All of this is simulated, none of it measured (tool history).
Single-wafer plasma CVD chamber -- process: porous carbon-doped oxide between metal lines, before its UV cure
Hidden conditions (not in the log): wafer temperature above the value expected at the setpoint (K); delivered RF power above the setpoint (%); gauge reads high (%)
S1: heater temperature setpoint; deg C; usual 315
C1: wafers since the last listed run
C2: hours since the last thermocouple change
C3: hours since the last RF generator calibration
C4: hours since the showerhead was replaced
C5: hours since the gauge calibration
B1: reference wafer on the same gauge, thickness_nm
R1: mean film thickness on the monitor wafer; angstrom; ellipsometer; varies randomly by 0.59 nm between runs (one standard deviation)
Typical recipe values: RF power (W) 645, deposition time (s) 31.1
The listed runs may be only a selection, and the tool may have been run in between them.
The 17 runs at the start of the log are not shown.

At day 45.512: gauge calibrated.
Run 18, day 47.1: usual settings but RF power (W) 565, deposition time (s) 36.9; C1 1472; C2 1879.1; C3 1364.7; C4 4070.5; C5 38.1; B1 190.871. Result: R1 2274.05 angstrom.
Run 19, day 49.125: usual settings but S1 303 deg C; C1 1002; C2 1927.7; C3 1413.3; C4 4119.1; C5 86.7; B1 191.16. Result: R1 2167.89 angstrom.
Run 20, day 51.392: usual settings but S1 301 deg C, RF power (W) 545, deposition time (s) 29.2; C1 1121; C2 1982.1; C3 1467.7; C4 4173.5; C5 141.1; B1 190.776. Result: R1 1887.3 angstrom.
Run 21, day 55.454: usual settings; C1 2010; C2 2079.6; C3 1565.2; C4 4271; C5 238.6; B1 191.054. Result: R1 2052.57 angstrom.
Run 22, day 58.25: usual settings; C1 1383; C2 2146.7; C3 1632.3; C4 4338.1; C5 305.7; B1 190.692. Result: R1 2051.19 angstrom.
Run 23, day 61.775: usual settings but RF power (W) 555, deposition time (s) 33.8; C1 1744; C2 2231.3; C3 1716.9; C4 4422.7; C5 390.3; B1 191.089. Result: R1 2055.36 angstrom.
Run 24, day 64.225: usual settings but deposition time (s) 28.3; C1 1212; C2 2290.1; C3 1775.7; C4 4481.5; C5 449.1; B1 190.987. Result: R1 1853.35 angstrom.
At day 65.821: thermocouple changed; heater temperature recalibrated.
Run 25, day 77.354: usual settings but S1 305 deg C, RF power (W) 695, deposition time (s) 33.6; C1 6333; C2 276.8; C3 2090.8; C4 4796.6; C5 764.2; B1 190.937. Result: R1 2377.79 angstrom.
At day 78.383: RF generator calibrated.
At day 81.392: showerhead replaced.
Run 26, day 81.467: usual settings; C1 1705; C2 375.5; C3 74; C4 1.8; C5 862.9; B1 190.957. Result: R1 2078.21 angstrom.
Run 27, day 85.904: usual settings but S1 311 deg C, RF power (W) 595; C1 2196; C2 482; C3 180.5; C4 108.3; C5 969.4; B1 191.143. Result: R1 2039.52 angstrom.
Run 28, day 87.867: usual settings; C1 971; C2 529.1; C3 227.6; C4 155.4; C5 1016.5; B1 190.743. Result: R1 2081.23 angstrom.
Run 29, day 90.896: usual settings but S1 311 deg C, RF power (W) 560; C1 1499; C2 601.8; C3 300.3; C4 228.1; C5 1089.2; B1 191.212. Result: R1 1982.24 angstrom.
Run 30, day 96.658: usual settings but S1 320 deg C, RF power (W) 590, deposition time (s) 27.3; C1 2852; C2 740.1; C3 438.6; C4 366.4; C5 1227.5; B1 190.719. Result: R1 1726.47 angstrom.
Run 31, day 99.679: usual settings but S1 303 deg C, RF power (W) 685, deposition time (s) 27.1; C1 1495; C2 812.6; C3 511.1; C4 438.9; C5 1300; B1 191.132. Result: R1 1983.99 angstrom.
Run 32, day 102.988: usual settings but S1 302 deg C, RF power (W) 555; C1 1637; C2 892; C3 590.5; C4 518.3; C5 1379.4; B1 191.1. Result: R1 2051.34 angstrom.
Run 33, day 104.667: usual settings but S1 306 deg C, RF power (W) 700, deposition time (s) 33.6; C1 831; C2 932.3; C3 630.8; C4 558.6; C5 1419.7; B1 190.948. Result: R1 2433.79 angstrom.
Run 34, day 109.054: usual settings but S1 321 deg C, RF power (W) 715; C1 2171; C2 1037.6; C3 736.1; C4 663.9; C5 1525; B1 191.262. Result: R1 2139.73 angstrom.

Alternative continuations, all from the tool just after run 34; predict every row:
Run A, day 109.071: usual settings but RF power (W) 740; C1 8; C2 1038; C3 736.5; C4 664.3; C5 1525.4; B1 ?. Result: R1 ?.
Run B, day 109.071: usual settings but S1 319 deg C, RF power (W) 575, deposition time (s) 34.5; C1 8; C2 1038; C3 736.5; C4 664.3; C5 1525.4; B1 ?. Result: R1 ?.
Run C, day 109.071: usual settings but S1 323 deg C, RF power (W) 705, deposition time (s) 33.6; C1 8; C2 1038; C3 736.5; C4 664.3; C5 1525.4; B1 ?. Result: R1 ?.
Run D, day 109.071: usual settings but S1 302 deg C, RF power (W) 610, deposition time (s) 36.5; C1 8; C2 1038; C3 736.5; C4 664.3; C5 1525.4; B1 ?. Result: R1 ?.

run       B1       R1
  A  190.893  2234.64
  B  190.893  2136.55
  C  190.893  2266.95
  D  190.893  2517.47
Without the tool's unlogged condition, the same runs would have read:
run       R1
  A   2241.6
  B  2143.32
  C  2274.02
  D  2525.44
